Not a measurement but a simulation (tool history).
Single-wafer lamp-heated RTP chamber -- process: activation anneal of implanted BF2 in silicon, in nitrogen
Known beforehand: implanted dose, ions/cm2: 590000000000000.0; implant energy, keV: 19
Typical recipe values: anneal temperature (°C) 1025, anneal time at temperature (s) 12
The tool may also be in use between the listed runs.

run    day  anneal temperature (°C)  anneal time at temperature (s)  wafers since the last listed run  wafers since the last pyrometer calibration  wafers since the reflector plate was cleaned  hours since the gauge calibration  read-back reference wafer on the same gauge, sheet resistance  sheet resistance of the implanted and annealed layer (ohm/square)
  1  0.000                     1025                              12                                 0                                         2458                                          7792                               94.5                                                         270.68                                                             241.36
  2  0.512                     1025                              14                               189                                         2647                                          7981                              106.8                                                         270.77                                                             240.47
  3  1.000                     1025                              12                               180                                         2827                                          8161                              118.5                                                         271.01                                                             239.42
  4  1.675                     1025                              12                               249                                         3076                                          8411                              134.7                                                         270.86                                                             241.10
  5  2.071                     1025                              12                               146                                         3223                                          8557                              144.2                                                         271.23                                                             240.88
  6  2.700                     1025                              17                               232                                         3455                                          8789                              159.3                                                         271.18                                                             237.37
  7  3.321                     1025                              17                               229                                         3684                                          9018                              174.2                                                         270.88                                                             235.05
  8  4.012                     1025                              17                               255                                         3939                                          9274                              190.8                                                         270.93                                                             236.14
  9  4.671                     1025                              12                               243                                         4183                                          9517                              206.6                                                         271.15                                                             241.12
 10  5.050                     1013                               8                               140                                         4323                                          9657                              215.7                                                         271.00                                                             254.29
 11  5.375                     1025                              12                               120                                         4443                                          9777                              223.5                                                         271.03                                                             241.98
 12  5.938                     1013                               8                               207                                         4650                                          9984                              237.0                                                         271.32                                                             253.82
     6.058  -- gauge calibrated
 13  6.621                     1025                              10                               252                                         4903                                         10237                               13.5                                                         270.99                                                             244.13
     7.283  -- reflector plate cleaned
     7.638  -- pyrometer window cleaned and pyrometer calibrated
 14  7.658                     1035                               5                               136                                            7                                            14                               38.4                                                         271.23                                                             246.27
 15  7.675                     1008                              14                                 6                                           13                                            20                               38.8                                                         270.92                                                             249.28
 16  8.325                      996                              12                               240                                          253                                           260                               54.4                                                         271.07                                                             260.59
 17  8.921                     1025                              12                               220                                          473                                           480                               68.7                                                         271.16                                                             240.24
 18  9.525                     1044                              15                               223                                          696                                           703                               83.2                                                         270.92                                                             228.39
 19  9.900                     1010                               7                               138                                          835                                           842                               92.2                                                         270.76                                                             258.02

Forecast each of these 3 alternatives for the next run:
  A  9.917                     1025                              12                                 6                                          841                                           848                               92.6                                                              ?                                                                  ?
  B  9.917                     1037                              12                                 6                                          841                                           848                               92.6                                                              ?                                                                  ?
  C  9.917                     1003                               9                                 6                                          841                                           848                               92.6                                                              ?                                                                  ?

run  read-back reference wafer on the same gauge, sheet resistance  sheet resistance of the implanted and annealed layer (ohm/square)
  A                                                         270.98                                                             241.14
  B                                                         270.98                                                             234.36
  C                                                         270.98                                                             259.82
Stripped of hidden state, with their random variation kept, the same runs would have yielded:
run  sheet resistance of the implanted and annealed layer (ohm/square)
  A                                                             241.14
  B                                                             234.36
  C                                                             259.82
